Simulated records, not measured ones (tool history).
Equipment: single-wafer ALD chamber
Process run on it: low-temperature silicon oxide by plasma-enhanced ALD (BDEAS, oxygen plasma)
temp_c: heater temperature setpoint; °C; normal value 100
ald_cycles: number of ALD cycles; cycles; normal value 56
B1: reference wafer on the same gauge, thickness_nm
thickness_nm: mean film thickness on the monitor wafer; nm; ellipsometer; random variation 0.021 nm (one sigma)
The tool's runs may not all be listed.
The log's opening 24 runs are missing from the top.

Run 25, hour 297.6: usual settings but temp_c 104 °C, ald_cycles 50 cycles; B1 10.008. Result: thickness_nm 7.504 nm.
At hour 303.5: gauge calibrated.
Run 26, hour 310: usual settings but temp_c 92 °C; B1 10.1. Result: thickness_nm 8.869 nm.
Run 27, hour 323.7: usual settings but temp_c 90 °C, ald_cycles 63 cycles; B1 10.104. Result: thickness_nm 10.046 nm.
Run 28, hour 341: usual settings but ald_cycles 45 cycles; B1 10.099. Result: thickness_nm 6.902 nm.
Run 29, hour 355.2: usual settings but temp_c 109 °C, ald_cycles 48 cycles; B1 10.1. Result: thickness_nm 7.217 nm.
Run 30, hour 364.3: usual settings; B1 10.095. Result: thickness_nm 8.597 nm.
Run 31, hour 377.2: usual settings but temp_c 109 °C, ald_cycles 48 cycles; B1 10.089. Result: thickness_nm 7.211 nm.
Run 32, hour 385.8: usual settings but ald_cycles 64 cycles; B1 10.091. Result: thickness_nm 9.799 nm.
Run 33, hour 392.8: usual settings but ald_cycles 52 cycles; B1 10.083. Result: thickness_nm 7.94 nm.
Run 34, hour 400.3: usual settings; B1 10.084. Result: thickness_nm 8.609 nm.
Run 35, hour 412.5: usual settings but temp_c 95 °C, ald_cycles 49 cycles; B1 10.079. Result: thickness_nm 7.644 nm.
Run 36, hour 430.4: usual settings but temp_c 114 °C, ald_cycles 60 cycles; B1 10.073. Result: thickness_nm 8.905 nm.

Consider 3 possible next runs. They are alternatives, not a sequence: every one starts from the tool as it was left by run 36. What does each give?
Run A, hour 430.9: usual settings; B1 ?. Result: thickness_nm ?.
Run B, hour 430.9: usual settings but temp_c 91 °C, ald_cycles 50 cycles; B1 ?. Result: thickness_nm ?.
Run C, hour 430.9: usual settings but temp_c 105 °C, ald_cycles 61 cycles; B1 ?. Result: thickness_nm ?.

run     B1  thickness_nm
  A  10.07          8.55
  B  10.07         7.917
  C  10.07         9.217
Had the tool no hidden state, the same runs would have come out as:
run  thickness_nm
  A         8.566
  B         7.931
  C         9.235

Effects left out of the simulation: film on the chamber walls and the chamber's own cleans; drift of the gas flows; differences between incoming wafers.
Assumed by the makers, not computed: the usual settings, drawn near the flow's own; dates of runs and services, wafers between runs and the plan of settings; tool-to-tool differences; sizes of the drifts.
